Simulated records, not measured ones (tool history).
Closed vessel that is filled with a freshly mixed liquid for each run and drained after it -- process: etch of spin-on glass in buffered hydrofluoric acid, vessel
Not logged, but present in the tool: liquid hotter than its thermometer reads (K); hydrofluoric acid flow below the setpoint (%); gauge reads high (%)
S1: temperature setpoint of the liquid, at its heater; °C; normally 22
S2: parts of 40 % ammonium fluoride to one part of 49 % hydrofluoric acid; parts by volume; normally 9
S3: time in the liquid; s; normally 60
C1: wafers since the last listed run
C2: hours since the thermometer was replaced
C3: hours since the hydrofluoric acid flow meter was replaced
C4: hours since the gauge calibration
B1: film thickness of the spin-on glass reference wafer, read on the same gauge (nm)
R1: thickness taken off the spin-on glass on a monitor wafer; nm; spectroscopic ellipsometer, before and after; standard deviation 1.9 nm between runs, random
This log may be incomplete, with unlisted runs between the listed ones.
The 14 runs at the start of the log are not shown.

run 15 hour=1139.9 | S1=22 S2=9 S3=60 | C1=10485 C2=1136.1 C3=1654.3 C4=2206.3 | B1=49.96 | R1=212.15
-- hour=1180.1 hydrofluoric acid flow meter replaced
-- hour=1365.8 thermometer replaced
run 16 hour=1377.3 | S1=22 S2=9 S3=60 | C1=26859 C2=11.5 C3=197.2 C4=2443.7 | B1=50.01 | R1=230.76
run 17 hour=1484.3 | S1=22 S2=9 S3=60 | C1=12208 C2=118.5 C3=304.2 C4=2550.7 | B1=49.98 | R1=230.27
run 18 hour=1589.2 | S1=27 S2=6 S3=30 | C1=11969 C2=223.4 C3=409.1 C4=2655.6 | B1=50 | R1=226.29
run 19 hour=1684.3 | S1=22 S2=6 S3=60 | C1=10851 C2=318.5 C3=504.2 C4=2750.7 | B1=49.98 | R1=342.48
run 20 hour=1742.1 | S1=22 S2=9 S3=60 | C1=6595 C2=376.3 C3=562 C4=2808.5 | B1=50.01 | R1=230.52
run 21 hour=1784.8 | S1=17.5 S2=11 S3=50 | C1=4872 C2=419 C3=604.7 C4=2851.2 | B1=49.99 | R1=123.92
run 22 hour=1860.8 | S1=22 S2=9 S3=60 | C1=8671 C2=495 C3=680.7 C4=2927.2 | B1=50.01 | R1=228.17
run 23 hour=1922.5 | S1=22 S2=8 S3=30 | C1=7040 C2=556.7 C3=742.4 C4=2988.9 | B1=50.03 | R1=124.85
-- hour=1922.8 gauge calibrated
run 24 hour=1960.8 | S1=19.5 S2=9 S3=45 | C1=4370 C2=595 C3=780.7 C4=38 | B1=50 | R1=145.53
run 25 hour=2236.3 | S1=22 S2=11 S3=85 | C1=31435 C2=870.5 C3=1056.2 C4=313.5 | B1=50.01 | R1=263.16
run 26 hour=2331.5 | S1=22 S2=9 S3=60 | C1=10862 C2=965.7 C3=1151.4 C4=408.7 | B1=50.02 | R1=221.6
run 27 hour=2371.3 | S1=22 S2=9 S3=60 | C1=4541 C2=1005.5 C3=1191.2 C4=448.5 | B1=50.04 | R1=220.39
run 28 hour=2461 | S1=22 S2=9 S3=30 | C1=10234 C2=1095.2 C3=1280.9 C4=538.2 | B1=50 | R1=109.99
run 29 hour=2536.7 | S1=22 S2=9 S3=75 | C1=8637 C2=1170.9 C3=1356.6 C4=613.9 | B1=50.01 | R1=274.15
run 30 hour=2599.8 | S1=22 S2=9 S3=60 | C1=7199 C2=1234 C3=1419.7 C4=677 | B1=50.01 | R1=220.42
run 31 hour=2668.8 | S1=25.5 S2=9 S3=45 | C1=7873 C2=1303 C3=1488.7 C4=746 | B1=50.05 | R1=196.32
-- hour=2698.7 hydrofluoric acid flow meter replaced
run 32 hour=2739.8 | S1=26.5 S2=6.5 S3=95 | C1=7987 C2=1374 C3=41.1 C4=817 | B1=50.03 | R1=662.37
run 33 hour=2825.8 | S1=22 S2=7.5 S3=60 | C1=9812 C2=1460 C3=127.1 C4=903 | B1=49.98 | R1=279.18
run 34 hour=2905.6 | S1=19.5 S2=9 S3=60 | C1=9105 C2=1539.8 C3=206.9 C4=982.8 | B1=50.01 | R1=201.85

Alternative continuations, all from the tool just after run 34; predict every row:
run A hour=2906.3 | S1=22 S2=9 S3=60 | C1=79 C2=1540.5 C3=207.6 C4=983.5 | B1=? | R1=?
run B hour=2906.3 | S1=22 S2=12.5 S3=85 | C1=79 C2=1540.5 C3=207.6 C4=983.5 | B1=? | R1=?
run C hour=2906.3 | S1=25.5 S2=8 S3=30 | C1=79 C2=1540.5 C3=207.6 C4=983.5 | B1=? | R1=?

run=A B1=49.95 R1=233.74
run=B B1=49.95 R1=247.82
run=C B1=49.95 R1=159.55
Had the tool no hidden state, the same runs would have come out as:
run=A R1=236.15
run=B R1=251.82
run=C R1=162.4

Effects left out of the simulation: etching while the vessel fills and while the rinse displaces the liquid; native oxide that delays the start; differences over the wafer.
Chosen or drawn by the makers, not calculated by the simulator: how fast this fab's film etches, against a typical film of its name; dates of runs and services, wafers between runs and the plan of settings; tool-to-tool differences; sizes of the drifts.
